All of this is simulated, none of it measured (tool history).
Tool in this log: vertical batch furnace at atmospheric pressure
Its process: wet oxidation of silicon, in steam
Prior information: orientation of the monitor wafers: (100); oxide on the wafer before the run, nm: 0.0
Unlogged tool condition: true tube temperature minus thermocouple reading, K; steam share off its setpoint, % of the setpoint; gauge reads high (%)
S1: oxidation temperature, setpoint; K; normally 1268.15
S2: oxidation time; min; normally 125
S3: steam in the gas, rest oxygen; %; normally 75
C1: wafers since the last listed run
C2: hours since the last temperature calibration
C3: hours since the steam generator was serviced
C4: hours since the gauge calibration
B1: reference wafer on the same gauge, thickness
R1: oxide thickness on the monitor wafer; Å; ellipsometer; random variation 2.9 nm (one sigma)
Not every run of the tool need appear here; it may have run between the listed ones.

run	hour	S1	S2	S3	C1	C2	C3	C4	B1	R1
1	0	1268.15	125	75	0	1924.4	1574.6	439.1	563.64	5423.8
2	39.9	1268.15	125	75	298	1964.3	1614.5	479	563.73	5468.7
3	209.9	1268.15	109.5	75	1273	2134.3	1784.5	649	563.76	5031.6
4	261.6	1268.15	111	75	387	2186	1836.2	700.7	563.36	5067.9
5	333.1	1268.15	111	75	535	2257.5	1907.7	772.2	563.63	5102.3
6	369.8	1276.15	125	75	274	2294.2	1944.4	808.9	563.74	5778
7	452	1276.15	125	75	615	2376.4	2026.6	891.1	564.09	5778.4
8	535.5	1268.15	101	75	625	2459.9	2110.1	974.6	563.82	4797.8
9	590.3	1268.15	101	75	410	2514.7	2164.9	1029.4	563.53	4779.5
10	634.9	1268.15	101	75	334	2559.3	2209.5	1074	564.26	4799
# hour 703.5: steam generator serviced
11	704	1282.15	125	75	337	2628.4	0.5	1143.1	564.06	6017
12	726.2	1268.15	146	75	166	2650.6	22.7	1165.3	564.86	6116.4
13	776.3	1268.15	146	75	375	2700.7	72.8	1215.4	563.99	6096.2
# hour 841.3: thermocouples replaced and temperature profile calibrated
14	841.8	1268.15	146	75	310	0.5	138.3	1280.9	564.45	6195.6
15	866.2	1268.15	125	75	182	24.9	162.7	1305.3	564.49	5614.6
# hour 939: gauge calibrated
16	969.8	1248.15	165	80	776	128.5	266.3	30.8	564.39	6189.3
17	1016.4	1245.15	97	84	349	175.1	312.9	77.4	564.16	4375.5
18	1080.8	1268.15	161	66	482	239.5	377.3	141.8	564.21	6133.8
19	1134.7	1268.15	125	75	403	293.4	431.2	195.7	563.69	5658.9
20	1215.2	1288.15	99.5	85	602	373.9	511.7	276.2	564.34	5894.7
21	1267.4	1268.15	125	75	391	426.1	563.9	328.4	563.92	5680.8
# hour 1309.7: thermocouples replaced and temperature profile calibrated, repeated, since the last time left the tool worse
22	1350.6	1258.15	125	75	443	40.9	647.1	411.6	563.92	5076
23	1424.8	1283.15	102	75	555	115.1	721.3	485.8	563.76	5243.8
24	1504.2	1268.15	125	75	594	194.5	800.7	565.2	564.74	5449.4
25	1605	1268.15	65.5	75	755	295.3	901.5	666	564.68	3511.7
26	1662.7	1290.15	83.5	69	432	353	959.2	723.7	564.34	4539.9
27	1750.1	1290.15	150	64	654	440.4	1046.6	811.1	563.98	6270
28	1790.6	1288.15	90	75	303	480.9	1087.1	851.6	563.97	4956.9
29	1952.1	1268.15	125	75	1209	642.4	1248.6	1013.1	563.97	5395.7
30	1997.6	1249.15	93	69	340	687.9	1294.1	1058.6	563.6	3628.7

Each run again, without the hidden state but with its own random variation kept:
run	R1
1	5359
2	5401.1
3	4957.6
4	4990.6
5	5020
6	5689.9
7	5684.7
8	4705.8
9	4684.2
10	4700.3
11	5905.1
12	5994.6
13	5970.7
14	5954.6
15	5387.6
16	5927.4
17	4162
18	5892.6
19	5428.8
20	5678.4
21	5448.5
22	5063.7
23	5232.3
24	5436.5
25	3501.3
26	4528.3
27	6255
28	4943.3
29	5377.5
30	3612.6
